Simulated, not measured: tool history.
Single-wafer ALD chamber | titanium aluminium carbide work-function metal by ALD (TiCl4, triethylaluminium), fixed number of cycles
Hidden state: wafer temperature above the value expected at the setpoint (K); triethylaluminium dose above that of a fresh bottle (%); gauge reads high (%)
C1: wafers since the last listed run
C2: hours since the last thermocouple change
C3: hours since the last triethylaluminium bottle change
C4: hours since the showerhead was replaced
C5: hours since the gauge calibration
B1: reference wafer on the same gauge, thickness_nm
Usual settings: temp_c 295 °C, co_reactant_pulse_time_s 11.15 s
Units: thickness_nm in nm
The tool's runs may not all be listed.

Run 1, hour 0: usual settings but co_reactant_pulse_time_s 7.77 s; C1 0; C2 1821.9; C3 318.6; C4 3768.4; C5 119.8; B1 2.032. Result: thickness_nm 1.845 nm.
Run 2, hour 12.3: usual settings but co_reactant_pulse_time_s 7.77 s; C1 157; C2 1834.2; C3 330.9; C4 3780.7; C5 132.1; B1 2.032. Result: thickness_nm 1.817 nm.
Run 3, hour 27.2: usual settings but co_reactant_pulse_time_s 7.77 s; C1 190; C2 1849.1; C3 345.8; C4 3795.6; C5 147; B1 2.029. Result: thickness_nm 1.832 nm.
Run 4, hour 39: usual settings; C1 150; C2 1860.9; C3 357.6; C4 3807.4; C5 158.8; B1 2.03. Result: thickness_nm 1.923 nm.
Run 5, hour 55.4: usual settings; C1 209; C2 1877.3; C3 374; C4 3823.8; C5 175.2; B1 2.033. Result: thickness_nm 1.93 nm.
Run 6, hour 62.8: usual settings; C1 94; C2 1884.7; C3 381.4; C4 3831.2; C5 182.6; B1 2.03. Result: thickness_nm 1.916 nm.
Run 7, hour 97.5: usual settings; C1 443; C2 1919.4; C3 416.1; C4 3865.9; C5 217.3; B1 2.031. Result: thickness_nm 1.917 nm.
Run 8, hour 106.5: usual settings but temp_c 300 °C; C1 115; C2 1928.4; C3 425.1; C4 3874.9; C5 226.3; B1 2.03. Result: thickness_nm 1.948 nm.
At hour 117.7: gauge calibrated.
Run 9, hour 126: usual settings but temp_c 300 °C; C1 249; C2 1947.9; C3 444.6; C4 3894.4; C5 8.3; B1 2.029. Result: thickness_nm 1.939 nm.
At hour 136.9: thermocouple changed; heater temperature recalibrated.
At hour 137.5: showerhead replaced.
Run 10, hour 177.2: usual settings but temp_c 300 °C; C1 545; C2 40.3; C3 495.8; C4 39.7; C5 59.5; B1 2.034. Result: thickness_nm 1.919 nm.
Run 11, hour 194.4: usual settings but temp_c 303 °C; C1 219; C2 57.5; C3 513; C4 56.9; C5 76.7; B1 2.029. Result: thickness_nm 1.931 nm.
Run 12, hour 204.1: usual settings but temp_c 284 °C, co_reactant_pulse_time_s 14.27 s; C1 124; C2 67.2; C3 522.7; C4 66.6; C5 86.4; B1 2.03. Result: thickness_nm 1.844 nm.
Run 13, hour 218: usual settings but temp_c 285 °C, co_reactant_pulse_time_s 9.33 s; C1 177; C2 81.1; C3 536.6; C4 80.5; C5 100.3; B1 2.029. Result: thickness_nm 1.713 nm.
Run 14, hour 229: usual settings; C1 140; C2 92.1; C3 547.6; C4 91.5; C5 111.3; B1 2.033. Result: thickness_nm 1.815 nm.
At hour 238.9: triethylaluminium bottle replaced.
Run 15, hour 242.7: usual settings but temp_c 303 °C; C1 72; C2 105.8; C3 3.8; C4 105.2; C5 125; B1 2.032. Result: thickness_nm 2.02 nm.
Run 16, hour 273.6: usual settings but co_reactant_pulse_time_s 12.95 s; C1 395; C2 136.7; C3 34.7; C4 136.1; C5 155.9; B1 2.028. Result: thickness_nm 1.956 nm.
Run 17, hour 289.6: usual settings but temp_c 309 °C, co_reactant_pulse_time_s 14.95 s; C1 204; C2 152.7; C3 50.7; C4 152.1; C5 171.9; B1 2.029. Result: thickness_nm 2.086 nm.
Run 18, hour 301.2: usual settings; C1 148; C2 164.3; C3 62.3; C4 163.7; C5 183.5; B1 2.031. Result: thickness_nm 1.938 nm.
Run 19, hour 309.9: usual settings but temp_c 282 °C, co_reactant_pulse_time_s 8.04 s; C1 111; C2 173; C3 71; C4 172.4; C5 192.2; B1 2.031. Result: thickness_nm 1.816 nm.
Run 20, hour 325.1: usual settings but temp_c 300 °C, co_reactant_pulse_time_s 15.01 s; C1 194; C2 188.2; C3 86.2; C4 187.6; C5 207.4; B1 2.031. Result: thickness_nm 2.004 nm.
Run 21, hour 339.4: usual settings but co_reactant_pulse_time_s 14.61 s; C1 182; C2 202.5; C3 100.5; C4 201.9; C5 221.7; B1 2.03. Result: thickness_nm 2.008 nm.
Run 22, hour 350.2: usual settings but temp_c 285 °C; C1 138; C2 213.3; C3 111.3; C4 212.7; C5 232.5; B1 2.031. Result: thickness_nm 1.889 nm.

Forecast each of these 3 alternatives for the next run:
Run A, hour 350.6: usual settings but co_reactant_pulse_time_s 14 s; C1 5; C2 213.7; C3 111.7; C4 213.1; C5 232.9; B1 ?. Result: thickness_nm ?.
Run B, hour 350.6: usual settings but temp_c 285 °C, co_reactant_pulse_time_s 15.17 s; C1 5; C2 213.7; C3 111.7; C4 213.1; C5 232.9; B1 ?. Result: thickness_nm ?.
Run C, hour 350.6: usual settings but temp_c 309 °C, co_reactant_pulse_time_s 13.81 s; C1 5; C2 213.7; C3 111.7; C4 213.1; C5 232.9; B1 ?. Result: thickness_nm ?.

run     B1  thickness_nm
  A  2.033          1.98
  B  2.033         1.909
  C  2.033         2.087
Without the tool's hidden state the same runs would have given:
run  thickness_nm
  A         1.984
  B         1.912
  C         2.091

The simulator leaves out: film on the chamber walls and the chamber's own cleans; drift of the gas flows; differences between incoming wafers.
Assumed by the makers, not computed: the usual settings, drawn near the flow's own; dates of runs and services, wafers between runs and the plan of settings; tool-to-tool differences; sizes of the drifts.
